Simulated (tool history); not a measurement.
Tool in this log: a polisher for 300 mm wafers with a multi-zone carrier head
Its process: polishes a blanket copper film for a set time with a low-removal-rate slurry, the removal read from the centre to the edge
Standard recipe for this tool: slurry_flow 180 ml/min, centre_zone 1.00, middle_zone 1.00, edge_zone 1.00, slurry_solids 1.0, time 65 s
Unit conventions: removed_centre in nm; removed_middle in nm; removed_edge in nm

run   hour  slurry_flow  centre_zone  middle_zone  edge_zone  slurry_solids  time  wafers since the last listed run  wafers polished on this pad  hours since the slurry nozzle was cleaned  hours since the centre zone pressure was calibrated  hours since the edge zone pressure was calibrated  hours since the carrier head's membrane was replaced  incoming thickness of the incoming film, nm  removed_centre  removed_middle  removed_edge
  1    0.0          180         1.00         1.00       1.00            1.0    65                                 0                          334                                      298.3                                               1259.1                                              374.1                                                1072.5                                       1148.5           236.5           233.8         225.1
  2   14.1          180         1.00         1.00       1.00            1.0    65                                92                          426                                      312.4                                               1273.2                                              388.2                                                1086.6                                       1132.1           234.1           227.2         219.3
  3   26.3          180         1.00         1.00       1.00            1.0    65                                79                          505                                      324.6                                               1285.4                                              400.4                                                1098.8                                       1150.0           229.6           225.3         216.6
  4   33.9          230         1.00         1.00       1.00            1.0    65                                49                          555                                      332.2                                               1293.0                                              408.0                                                1106.4                                       1122.9           237.2           230.0         221.3
  5   44.7          180         1.00         1.00       1.00            1.0    65                                70                          626                                      343.0                                               1303.8                                              418.8                                                1117.2                                       1144.6           223.3           222.5         223.0
      54.6  -- edge zone pressure recalibrated
      55.0  -- slurry nozzle cleaned
  6   62.0          180         1.00         1.00       1.00            1.0    65                                97                          723                                        7.0                                               1321.1                                                7.4                                                1134.5                                       1126.4           222.7           218.6         217.7
  7   71.6          180         1.00         1.00       1.00            1.0    65                                62                          786                                       16.6                                               1330.7                                               17.0                                                1144.1                                       1134.3           232.7           217.9         221.9
  8   84.5          180         1.00         1.00       1.00            1.2    65                                84                          870                                       29.5                                               1343.6                                               29.9                                                1157.0                                       1127.7           222.2           224.5         224.4
  9   93.6          180         1.00         1.10       0.89            1.0    65                                59                          929                                       38.6                                               1352.7                                               39.0                                                1166.1                                       1130.1           227.0           239.2         206.7
 10  102.4          180         1.00         1.00       1.00            1.0    65                                57                          987                                       47.4                                               1361.5                                               47.8                                                1174.9                                       1139.2           221.1           220.0         215.6
     112.9  -- centre zone pressure recalibrated
 11  113.4          180         1.00         1.06       1.00            1.0    65                                58                         1046                                       58.4                                                  0.5                                               58.8                                                1185.9                                       1132.7           220.7           232.7         214.8
     129.6  -- carrier head's membrane replaced by a new one
 12  135.1          180         1.00         1.00       1.00            1.3    65                               109                         1155                                       80.1                                                 22.2                                               80.5                                                   5.5                                       1115.0           227.5           229.6         223.9
     141.2  -- worn pad replaced by a new one
 13  146.6          180         1.00         1.00       1.00            1.0    65                                49                           35                                       91.6                                                 33.7                                               92.0                                                  17.0                                       1133.5           256.0           248.1         241.4
 14  161.3          165         1.00         1.00       1.08            1.0    65                                96                          131                                      106.3                                                 48.4                                              106.7                                                  31.7                                       1108.0           240.1           244.0         240.3
 15  171.1          180         1.00         1.00       1.10            0.9    87                                64                          195                                      116.1                                                 58.2                                              116.5                                                  41.5                                       1131.7           318.2           314.9         319.8
 16  178.1          230         1.03         1.00       1.00            1.0    85                                45                          240                                      123.1                                                 65.2                                              123.5                                                  48.5                                       1133.4           332.0           315.8         306.5

Predict each of these 3 candidate next runs independently; none follows another, all start after run 16:
  A  178.5          180         1.00         1.00       1.00            1.0    65                                 2                          243                                      123.5                                                 65.6                                              123.9                                                  48.9                                       1141.6               ?               ?             ?
  B  178.5          180         1.00         1.00       1.00            1.0    74                                 2                          243                                      123.5                                                 65.6                                              123.9                                                  48.9                                       1141.6               ?               ?             ?
  C  178.5          125         1.09         1.00       1.00            1.0    47                                 2                          243                                      123.5                                                 65.6                                              123.9                                                  48.9                                       1141.6               ?               ?             ?

run  removed_centre  removed_middle  removed_edge
  A           240.9           239.4         241.5
  B           274.2           272.6         274.9
  C           175.0           165.1         168.8
With the hidden condition removed and each run's random variation left untouched, the same runs would have given:
run  removed_centre  removed_middle  removed_edge
  A           258.2           256.6         258.8
  B           293.9           292.1         294.7
  C           187.6           176.9         180.9

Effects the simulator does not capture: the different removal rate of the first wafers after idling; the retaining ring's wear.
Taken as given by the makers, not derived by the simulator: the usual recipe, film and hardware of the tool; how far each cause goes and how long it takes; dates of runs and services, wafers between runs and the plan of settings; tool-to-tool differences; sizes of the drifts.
